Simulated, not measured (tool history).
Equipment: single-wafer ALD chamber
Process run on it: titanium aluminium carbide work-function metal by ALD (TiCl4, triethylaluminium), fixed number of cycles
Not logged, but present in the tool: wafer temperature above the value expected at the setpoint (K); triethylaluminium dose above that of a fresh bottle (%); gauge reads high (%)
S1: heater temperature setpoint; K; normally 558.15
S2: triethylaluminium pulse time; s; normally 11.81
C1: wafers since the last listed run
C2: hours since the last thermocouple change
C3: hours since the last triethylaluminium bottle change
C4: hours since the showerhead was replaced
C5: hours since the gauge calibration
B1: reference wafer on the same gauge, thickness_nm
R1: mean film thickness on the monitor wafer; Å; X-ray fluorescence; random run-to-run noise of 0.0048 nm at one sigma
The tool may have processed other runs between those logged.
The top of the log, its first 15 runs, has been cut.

| run | hour | S1 | S2 | C1 | C2 | C3 | C4 | C5 | B1 | R1 |
|---|---|---|---|---|---|---|---|---|---|---|
| 16 | 833.7 | 558.15 | 11.81 | 331 | 2500.8 | 1243.0 | 39.5 | 83.9 | 2.031 | 19.93 |
|  | 853.5 | thermocouple changed; heater temperature recalibrated |
| 17 | 883.3 | 570.15 | 14.69 | 375 | 29.8 | 1292.6 | 89.1 | 133.5 | 2.029 | 20.67 |
| 18 | 948.3 | 558.15 | 11.81 | 587 | 94.8 | 1357.6 | 154.1 | 198.5 | 2.030 | 19.39 |
| 19 | 1005.6 | 565.15 | 14.24 | 517 | 152.1 | 1414.9 | 211.4 | 255.8 | 2.031 | 20.24 |
|  | 1031.7 | triethylaluminium bottle replaced |
| 20 | 1072.7 | 554.15 | 11.81 | 533 | 219.2 | 41.0 | 278.5 | 322.9 | 2.030 | 18.96 |
| 21 | 1099.8 | 568.15 | 9.02 | 244 | 246.3 | 68.1 | 305.6 | 350.0 | 2.028 | 19.84 |
| 22 | 1165.8 | 544.15 | 11.81 | 596 | 312.3 | 134.1 | 371.6 | 416.0 | 2.029 | 17.84 |
| 23 | 1218.4 | 563.15 | 11.81 | 475 | 364.9 | 186.7 | 424.2 | 468.6 | 2.029 | 19.92 |
| 24 | 1280.6 | 558.15 | 11.81 | 561 | 427.1 | 248.9 | 486.4 | 530.8 | 2.029 | 19.38 |
| 25 | 1329.2 | 544.15 | 13.31 | 439 | 475.7 | 297.5 | 535.0 | 579.4 | 2.030 | 18.10 |
| 26 | 1393.7 | 565.15 | 9.42 | 582 | 540.2 | 362.0 | 599.5 | 643.9 | 2.030 | 19.70 |
| 27 | 1420.6 | 570.15 | 11.81 | 243 | 567.1 | 388.9 | 626.4 | 670.8 | 2.031 | 20.62 |
| 28 | 1469.6 | 570.15 | 8.78 | 442 | 616.1 | 437.9 | 675.4 | 719.8 | 2.030 | 20.21 |
| 29 | 1497.7 | 558.15 | 8.89 | 253 | 644.2 | 466.0 | 703.5 | 747.9 | 2.029 | 19.01 |
| 30 | 1552.4 | 558.15 | 11.81 | 494 | 698.9 | 520.7 | 758.2 | 802.6 | 2.032 | 19.41 |
| 31 | 1581.0 | 551.15 | 7.52 | 258 | 727.5 | 549.3 | 786.8 | 831.2 | 2.031 | 17.83 |

Forecast each of these 4 alternatives for the next run:
| A | 1581.4 | 558.15 | 11.81 | 3 | 727.9 | 549.7 | 787.2 | 831.6 | ? | ? |
| B | 1581.4 | 558.15 | 8.25 | 3 | 727.9 | 549.7 | 787.2 | 831.6 | ? | ? |
| C | 1581.4 | 570.15 | 9.81 | 3 | 727.9 | 549.7 | 787.2 | 831.6 | ? | ? |
| D | 1581.4 | 569.15 | 15.59 | 3 | 727.9 | 549.7 | 787.2 | 831.6 | ? | ? |

| run | B1 | R1 |
|---|---|---|
| A | 2.030 | 19.49 |
| B | 2.030 | 18.86 |
| C | 2.030 | 20.42 |
| D | 2.030 | 20.85 |
With the hidden condition removed and each run's random variation left untouched, the same runs would have given:
| run | R1 |
|---|---|
| A | 19.28 |
| B | 18.66 |
| C | 20.21 |
| D | 20.63 |

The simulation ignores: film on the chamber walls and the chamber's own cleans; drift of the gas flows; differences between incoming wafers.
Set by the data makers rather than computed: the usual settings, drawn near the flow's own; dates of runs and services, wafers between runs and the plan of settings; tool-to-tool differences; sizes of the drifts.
